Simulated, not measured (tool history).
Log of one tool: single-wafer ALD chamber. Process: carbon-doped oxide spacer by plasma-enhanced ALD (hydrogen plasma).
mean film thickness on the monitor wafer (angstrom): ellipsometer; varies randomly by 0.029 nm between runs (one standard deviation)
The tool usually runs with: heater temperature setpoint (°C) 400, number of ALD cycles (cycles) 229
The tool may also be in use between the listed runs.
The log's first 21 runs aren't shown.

run,hour,heater temperature setpoint (°C),number of ALD cycles (cycles),wafers since the last listed run,hours since the last thermocouple change,hours since the gauge calibration,"read-back reference wafer on the same gauge, thickness_nm",mean film thickness on the monitor wafer (angstrom)
22,546.2,400,229,54,56.8,92.1,11.797,115.25
23,590.7,387,229,75,101.3,136.6,11.798,115.51
24,621.0,387,259,51,131.6,166.9,11.802,130.90
25,644.5,410,252,39,155.1,190.4,11.805,122.63
26,678.5,388,188,57,189.1,224.4,11.791,94.49
27,708.1,392,266,50,218.7,254.0,11.794,133.94
28,732.7,400,190,41,243.3,278.6,11.800,95.73
29,756.9,394,229,40,267.5,302.8,11.800,115.86
30,770.2,391,229,22,280.8,316.1,11.786,116.24
31,786.7,411,253,27,297.3,332.6,11.806,122.86
32,837.4,412,184,85,348.0,383.3,11.792,89.26

Forecast each of these 4 alternatives for the next run:
A,838.1,395,229,1,348.7,384.0,?,?
B,838.1,394,212,1,348.7,384.0,?,?
C,838.1,400,197,1,348.7,384.0,?,?
D,838.1,388,229,1,348.7,384.0,?,?

run,"read-back reference wafer on the same gauge, thickness_nm",mean film thickness on the monitor wafer (angstrom)
A,11.804,115.32
B,11.804,106.76
C,11.804,99.20
D,11.804,115.32
Stripped of hidden state, with their random variation kept, the same runs would have yielded:
run,mean film thickness on the monitor wafer (angstrom)
A,115.32
B,106.76
C,99.20
D,115.32
